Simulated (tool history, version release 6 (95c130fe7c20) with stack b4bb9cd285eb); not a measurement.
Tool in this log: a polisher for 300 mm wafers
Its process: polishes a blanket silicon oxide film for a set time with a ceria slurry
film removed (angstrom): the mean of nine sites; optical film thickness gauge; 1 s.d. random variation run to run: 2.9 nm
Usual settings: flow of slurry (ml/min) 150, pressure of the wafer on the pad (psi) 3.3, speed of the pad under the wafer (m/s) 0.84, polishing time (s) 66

run	day	flow of slurry (ml/min)	pressure of the wafer on the pad (psi)	speed of the pad under the wafer (m/s)	polishing time (s)	incoming thickness of the incoming film, nm	film removed (angstrom)
1	0.000	150	3.3	0.84	76	1493.2	2334
# day 0.675: slurry nozzle cleaned
2	2.271	150	3.3	0.84	83	1480.7	2838
3	3.788	150	3.3	0.84	83	1469.1	2844
4	5.262	150	3.3	0.84	83	1481.8	2849
5	7.350	180	2.5	0.84	66	1477.7	1761
# day 7.508: head pressure recalibrated
6	10.208	180	3.3	0.84	60	1455.6	2119
7	11.233	180	3.3	0.84	60	1471.9	2103
8	12.454	180	3.3	0.84	60	1475.0	2089
9	14.896	150	3.3	0.84	66	1492.5	2246
10	16.183	150	3.3	0.84	66	1472.3	2238
# day 19.675: worn pad replaced by a new one
11	23.821	150	3.3	0.84	66	1466.9	2129
# day 24.654: slurry nozzle cleaned
12	26.758	150	3.3	0.84	66	1502.9	2247
13	29.288	150	3.3	0.84	66	1491.8	2298
14	31.246	150	3.3	0.84	66	1486.1	2351
15	33.867	150	3.3	0.72	66	1481.5	1899
16	35.417	190	3.7	0.84	51	1474.9	2044
# day 38.312: worn pad replaced by a new one
17	38.333	180	4.0	0.92	79	1482.7	3663
18	40.579	175	3.3	0.84	66	1505.7	2292
19	42.933	150	3.3	0.84	66	1486.2	2176
20	45.158	115	4.3	0.70	43	1463.3	1452
21	47.100	150	2.6	0.84	66	1511.0	1696
# day 47.704: slurry nozzle cleaned
22	48.804	120	3.7	1.10	74	1453.7	3649
23	54.608	165	2.7	0.96	74	1500.4	2426
24	57.258	165	4.2	0.70	74	1481.1	2786
# day 58.150: worn pad replaced by a new one
# day 58.829: head pressure recalibrated
25	59.429	150	2.7	1.12	66	1509.5	2454
26	62.208	100	4.5	0.84	66	1478.9	2762
27	63.958	180	4.1	0.74	54	1491.9	2056
28	65.683	150	4.0	0.66	66	1478.9	2068
29	67.571	120	3.3	1.00	66	1486.2	2496
30	69.425	150	3.3	0.84	66	1495.7	2169
31	71.596	150	3.3	0.84	83	1503.8	2686
# day 72.467: slurry nozzle cleaned
32	74.188	185	2.8	0.64	56	1476.9	1311
33	75.383	150	4.0	1.10	66	1505.3	3631
34	77.179	150	3.3	0.84	66	1468.4	2264
# day 77.454: worn pad replaced by a new one
35	78.500	190	2.6	1.02	84	1495.8	2846
36	79.917	120	3.3	0.84	82	1467.6	2675
37	81.825	175	3.0	0.60	54	1465.8	1216

4 ways to go on from here, each from the tool as it stands after run 37. What would each give?
A	81.842	150	3.3	0.84	66	1472.7	?
B	81.842	190	3.3	0.98	76	1472.7	?
C	81.842	120	4.2	0.84	45	1472.7	?
D	81.842	150	3.3	0.84	51	1472.7	?

run	film removed (angstrom)
A	2312
B	3225
C	1921
D	1787
Without the tool's hidden state the same runs would have given:
run	film removed (angstrom)
A	2333
B	3248
C	1942
D	1803
